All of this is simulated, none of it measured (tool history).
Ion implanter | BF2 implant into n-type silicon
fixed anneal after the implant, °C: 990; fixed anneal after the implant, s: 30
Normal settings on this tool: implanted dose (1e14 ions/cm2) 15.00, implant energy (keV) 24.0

| run | hour | implanted dose (1e14 ions/cm2) | implant energy (keV) | wafers since the last listed run | hours since the last dose calibration | hours since the extraction supply was calibrated | hours since the gauge calibration | read-back reference wafer on the same gauge, sheet resistance | sheet resistance of the implanted and annealed layer (ohm/square) |
|---|---|---|---|---|---|---|---|---|---|
| 1 | 0.0 | 15.00 | 18.0 | 0 | 1680.6 | 5452.5 | 226.7 | 192.82 | 193.71 |
| 2 | 35.4 | 15.00 | 18.0 | 505 | 1716.0 | 5487.9 | 262.1 | 192.93 | 194.16 |
| 3 | 52.0 | 15.00 | 24.0 | 236 | 1732.6 | 5504.5 | 278.7 | 193.10 | 170.35 |
| 4 | 74.4 | 15.00 | 24.0 | 319 | 1755.0 | 5526.9 | 301.1 | 193.20 | 171.12 |
| 5 | 95.4 | 13.27 | 24.0 | 299 | 1776.0 | 5547.9 | 322.1 | 193.34 | 174.74 |
| 6 | 117.9 | 16.12 | 21.0 | 321 | 1798.5 | 5570.4 | 344.6 | 193.50 | 180.15 |
| 7 | 149.6 | 16.12 | 21.0 | 452 | 1830.2 | 5602.1 | 376.3 | 193.71 | 180.51 |
|  | 154.4 | gauge calibrated |
|  | 173.9 | extraction supply calibrated |
| 8 | 174.4 | 16.12 | 21.0 | 239 | 1855.0 | 0.5 | 20.0 | 192.28 | 178.48 |
| 9 | 194.9 | 15.00 | 19.5 | 292 | 1875.5 | 21.0 | 40.5 | 192.35 | 186.80 |
| 10 | 209.0 | 16.91 | 20.0 | 201 | 1889.6 | 35.1 | 54.6 | 192.35 | 182.27 |
| 11 | 243.6 | 15.00 | 24.0 | 493 | 1924.2 | 69.7 | 89.2 | 192.35 | 170.21 |
| 12 | 277.2 | 19.23 | 18.5 | 479 | 1957.8 | 103.3 | 122.8 | 192.39 | 185.94 |
|  | 291.1 | Faraday cup replaced and dose calibrated |
| 13 | 291.6 | 18.30 | 24.0 | 91 | 0.5 | 117.7 | 137.2 | 192.47 | 165.49 |
| 14 | 309.6 | 15.00 | 24.0 | 256 | 18.5 | 135.7 | 155.2 | 192.56 | 170.65 |
| 15 | 339.3 | 18.77 | 21.5 | 423 | 48.2 | 165.4 | 184.9 | 192.57 | 174.48 |
| 16 | 374.0 | 13.53 | 21.0 | 495 | 82.9 | 200.1 | 219.6 | 192.77 | 184.70 |
| 17 | 399.0 | 18.82 | 32.0 | 356 | 107.9 | 225.1 | 244.6 | 192.91 | 144.00 |
| 18 | 434.7 | 15.00 | 24.0 | 509 | 143.6 | 260.8 | 280.3 | 193.17 | 171.17 |

Each row is a separate what-if for the run after 18, all from the same tool condition, not one after another. Results?
| A | 435.1 | 15.00 | 24.0 | 5 | 144.0 | 261.2 | 280.7 | ? | ? |
| B | 435.1 | 12.43 | 16.5 | 5 | 144.0 | 261.2 | 280.7 | ? | ? |
| C | 435.1 | 11.28 | 24.0 | 5 | 144.0 | 261.2 | 280.7 | ? | ? |

| run | read-back reference wafer on the same gauge, sheet resistance | sheet resistance of the implanted and annealed layer (ohm/square) |
|---|---|---|
| A | 193.29 | 171.16 |
| B | 193.29 | 208.17 |
| C | 193.29 | 181.43 |
The same runs, with their run-to-run variation unchanged, on a tool lacking any hidden condition would have given:
| run | sheet resistance of the implanted and annealed layer (ohm/square) |
|---|---|
| A | 170.14 |
| B | 206.93 |
| C | 180.34 |
